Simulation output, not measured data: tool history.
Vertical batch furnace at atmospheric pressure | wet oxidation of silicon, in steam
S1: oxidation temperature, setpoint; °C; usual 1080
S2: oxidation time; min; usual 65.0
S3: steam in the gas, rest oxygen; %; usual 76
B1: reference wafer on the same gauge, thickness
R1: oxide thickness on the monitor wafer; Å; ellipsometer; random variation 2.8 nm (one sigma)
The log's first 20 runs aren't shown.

run,hour,S1,S2,S3,B1,R1
21,1618.6,1100,36.0,76,625.20,4182.5
# hour 1646.5: gauge calibrated
# hour 1695.9: steam generator serviced
22,1696.4,1067,44.0,88,625.50,4525.3
23,1763.5,1100,65.0,71,624.89,5803.3
24,1818.1,1097,54.0,80,624.70,5518.5
25,1877.0,1092,55.5,68,624.75,5013.7
26,1966.1,1080,80.5,76,624.96,6242.1
27,2060.1,1095,65.0,85,624.86,6251.8
28,2106.5,1080,65.0,76,625.24,5544.2
29,2210.5,1080,65.0,76,624.02,5575.6
30,2288.4,1080,65.0,76,624.72,5488.3
31,2337.5,1080,77.0,80,625.46,6293.2
32,2390.8,1094,36.5,76,624.89,4189.5
33,2444.7,1072,46.0,76,624.94,4319.8
34,2505.4,1099,65.0,81,625.26,6213.5
35,2549.7,1080,43.0,76,625.24,4335.2
36,2650.2,1080,65.0,76,624.56,5526.0
37,2701.3,1080,73.5,76,624.83,5924.2

Forecast each of these 5 alternatives for the next run:
A,2705.3,1080,65.0,76,?,?
B,2705.3,1087,43.0,87,?,?
C,2705.3,1055,65.0,76,?,?
D,2705.3,1088,44.5,71,?,?
E,2705.3,1080,84.0,66,?,?

run,B1,R1
A,624.66,5480.5
B,624.66,4810.8
C,624.66,4855.4
D,624.66,4377.8
E,624.66,5856.8
Without the tool's hidden state the same runs would have given:
run,R1
A,5526.5
B,4851.4
C,4898.1
D,4415.1
E,5905.5

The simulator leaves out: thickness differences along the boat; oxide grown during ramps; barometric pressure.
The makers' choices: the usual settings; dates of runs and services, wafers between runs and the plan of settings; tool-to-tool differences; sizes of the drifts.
